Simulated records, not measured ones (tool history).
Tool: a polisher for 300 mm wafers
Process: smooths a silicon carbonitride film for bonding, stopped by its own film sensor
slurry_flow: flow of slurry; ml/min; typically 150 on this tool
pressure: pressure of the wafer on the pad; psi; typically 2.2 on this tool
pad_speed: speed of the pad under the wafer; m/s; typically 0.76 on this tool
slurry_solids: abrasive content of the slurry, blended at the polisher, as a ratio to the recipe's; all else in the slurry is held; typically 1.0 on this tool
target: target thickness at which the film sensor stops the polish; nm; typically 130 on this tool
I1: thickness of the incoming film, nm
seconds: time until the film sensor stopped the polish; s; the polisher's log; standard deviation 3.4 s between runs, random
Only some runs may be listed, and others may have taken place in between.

run 1 hour=0.0 | slurry_flow=170 pressure=2.2 pad_speed=0.76 slurry_solids=1.0 target=130 | I1=160.9 | seconds=201.5
-- hour=20.3 worn pad replaced by a new one
run 2 hour=27.2 | slurry_flow=170 pressure=2.2 pad_speed=0.76 slurry_solids=1.0 target=130 | I1=159.2 | seconds=178.2
run 3 hour=53.3 | slurry_flow=120 pressure=2.2 pad_speed=0.76 slurry_solids=1.0 target=130 | I1=161.9 | seconds=216.6
run 4 hour=79.2 | slurry_flow=120 pressure=2.2 pad_speed=0.76 slurry_solids=1.0 target=130 | I1=160.7 | seconds=213.0
-- hour=88.2 slurry blender recalibrated
-- hour=97.3 worn pad replaced by a new one
run 5 hour=97.8 | slurry_flow=150 pressure=1.8 pad_speed=0.76 slurry_solids=1.0 target=136 | I1=158.6 | seconds=165.0
-- hour=127.5 head pressure recalibrated
run 6 hour=128.0 | slurry_flow=150 pressure=2.2 pad_speed=0.76 slurry_solids=1.0 target=127 | I1=159.0 | seconds=205.5
run 7 hour=138.8 | slurry_flow=150 pressure=2.2 pad_speed=0.76 slurry_solids=1.0 target=130 | I1=158.2 | seconds=181.9
-- hour=154.2 slurry nozzle cleaned
run 8 hour=156.0 | slurry_flow=150 pressure=2.2 pad_speed=0.94 slurry_solids=1.0 target=124 | I1=157.9 | seconds=191.0
-- hour=174.9 slurry blender recalibrated
-- hour=178.4 worn pad replaced by a new one
run 9 hour=178.9 | slurry_flow=115 pressure=2.2 pad_speed=0.76 slurry_solids=1.1 target=137 | I1=157.5 | seconds=120.1
run 10 hour=203.9 | slurry_flow=120 pressure=2.2 pad_speed=0.76 slurry_solids=0.8 target=130 | I1=157.6 | seconds=201.6
run 11 hour=216.0 | slurry_flow=150 pressure=2.2 pad_speed=0.76 slurry_solids=1.0 target=130 | I1=159.0 | seconds=185.5
run 12 hour=228.8 | slurry_flow=105 pressure=2.2 pad_speed=0.76 slurry_solids=1.0 target=130 | I1=159.5 | seconds=210.8

For run 13, what comes out?
run 13 hour=257.2 | slurry_flow=150 pressure=1.6 pad_speed=0.76 slurry_solids=1.0 target=136 | I1=158.5 | seconds=?

seconds: 197.4 s
Had the tool carried no hidden state, the very same run would have given seconds 172.1 s.
